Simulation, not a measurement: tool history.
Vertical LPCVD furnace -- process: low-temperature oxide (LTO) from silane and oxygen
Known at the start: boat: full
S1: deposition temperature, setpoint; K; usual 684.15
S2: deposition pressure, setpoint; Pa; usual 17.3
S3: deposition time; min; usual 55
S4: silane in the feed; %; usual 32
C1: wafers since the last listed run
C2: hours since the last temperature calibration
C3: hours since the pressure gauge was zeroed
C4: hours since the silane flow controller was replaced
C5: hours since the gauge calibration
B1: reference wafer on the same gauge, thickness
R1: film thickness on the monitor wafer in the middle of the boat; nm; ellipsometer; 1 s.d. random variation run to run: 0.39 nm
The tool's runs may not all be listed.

{"run": 1, "hour": 0.0, "S1": 684.15, "S2": 17.3, "S3": 55, "S4": 36, "C1": 0, "C2": 1680.5, "C3": 2717.4, "C4": 6764.6, "C5": 65, "B1": 304.94, "R1": 314.77}
{"run": 2, "hour": 24.9, "S1": 684.15, "S2": 17.3, "S3": 55, "S4": 36, "C1": 364, "C2": 1705.4, "C3": 2742.3, "C4": 6789.5, "C5": 89.9, "B1": 304.76, "R1": 315.76}
{"run": 3, "hour": 53.4, "S1": 684.15, "S2": 17.3, "S3": 55, "S4": 36, "C1": 416, "C2": 1733.9, "C3": 2770.8, "C4": 6818, "C5": 118.4, "B1": 305.02, "R1": 316.36}
{"run": 4, "hour": 84.6, "S1": 684.15, "S2": 17.3, "S3": 55, "S4": 32, "C1": 456, "C2": 1765.1, "C3": 2802, "C4": 6849.2, "C5": 149.6, "B1": 305.04, "R1": 271.63}
{"run": 5, "hour": 114.8, "S1": 684.15, "S2": 17.3, "S3": 55, "S4": 32, "C1": 441, "C2": 1795.3, "C3": 2832.2, "C4": 6879.4, "C5": 179.8, "B1": 304.97, "R1": 271.68}
{"hour": 149.1, "done": "pressure gauge zeroed"}
{"hour": 172.0, "done": "silane flow controller replaced"}
{"run": 6, "hour": 172.5, "S1": 684.15, "S2": 17.3, "S3": 55, "S4": 32, "C1": 157, "C2": 1853, "C3": 23.4, "C4": 0.5, "C5": 237.5, "B1": 305.02, "R1": 273.14}
{"run": 7, "hour": 177.6, "S1": 684.15, "S2": 20.7, "S3": 55, "S4": 32, "C1": 74, "C2": 1858.1, "C3": 28.5, "C4": 5.6, "C5": 242.6, "B1": 305.14, "R1": 324.74}
{"run": 8, "hour": 182.6, "S1": 684.15, "S2": 17.3, "S3": 55, "S4": 30, "C1": 73, "C2": 1863.1, "C3": 33.5, "C4": 10.6, "C5": 247.6, "B1": 304.98, "R1": 249.26}
{"hour": 214.9, "done": "thermocouples replaced and temperature profile calibrated"}
{"run": 9, "hour": 215.4, "S1": 684.15, "S2": 15.3, "S3": 72.5, "S4": 32, "C1": 128, "C2": 0.5, "C3": 66.3, "C4": 43.4, "C5": 280.4, "B1": 305, "R1": 305.28}
{"run": 10, "hour": 220.5, "S1": 674.15, "S2": 17.3, "S3": 46.5, "S4": 32, "C1": 74, "C2": 5.6, "C3": 71.4, "C4": 48.5, "C5": 285.5, "B1": 305.15, "R1": 197.29}
{"hour": 233.6, "done": "gauge calibrated"}
{"run": 11, "hour": 235.0, "S1": 672.15, "S2": 17.3, "S3": 55, "S4": 26, "C1": 212, "C2": 20.1, "C3": 85.9, "C4": 63, "C5": 1.4, "B1": 304.97, "R1": 167.26}
{"run": 12, "hour": 253.7, "S1": 684.15, "S2": 14, "S3": 55, "S4": 32, "C1": 273, "C2": 38.8, "C3": 104.6, "C4": 81.7, "C5": 20.1, "B1": 305.04, "R1": 211.77}
{"run": 13, "hour": 283.2, "S1": 684.15, "S2": 17.3, "S3": 55, "S4": 36, "C1": 431, "C2": 68.3, "C3": 134.1, "C4": 111.2, "C5": 49.6, "B1": 305.13, "R1": 305.65}
{"run": 14, "hour": 304.4, "S1": 684.15, "S2": 17.3, "S3": 55, "S4": 32, "C1": 310, "C2": 89.5, "C3": 155.3, "C4": 132.4, "C5": 70.8, "B1": 305.02, "R1": 260.85}

A few steps of R1 between consecutive runs. Split each: what settings, incoming material and random variation would produce without the hidden state, and what is left over for the hidden state, along with gauge scatter present in only one of the two compared results (measured, and without hidden state):
Hidden conditions of the tool in this case: true tube temperature minus thermocouple reading, K; true pressure minus gauge reading, mTorr; deviation of the silane flow from its setpoint, %; gauge reads high (%).
Run 8 -> 9: S2 17.3 -> 15.3, S3 55 -> 72.5, S4 30 -> 32, thermocouples replaced and temperature profile calibrated. R1 +56.02 nm: hidden state -9.64, all else +65.66.
Run 9 -> 10: S1 684.15 -> 674.15, S2 15.3 -> 17.3, S3 72.5 -> 46.5. R1 -107.99 nm: hidden state -0.84, all else -107.15.

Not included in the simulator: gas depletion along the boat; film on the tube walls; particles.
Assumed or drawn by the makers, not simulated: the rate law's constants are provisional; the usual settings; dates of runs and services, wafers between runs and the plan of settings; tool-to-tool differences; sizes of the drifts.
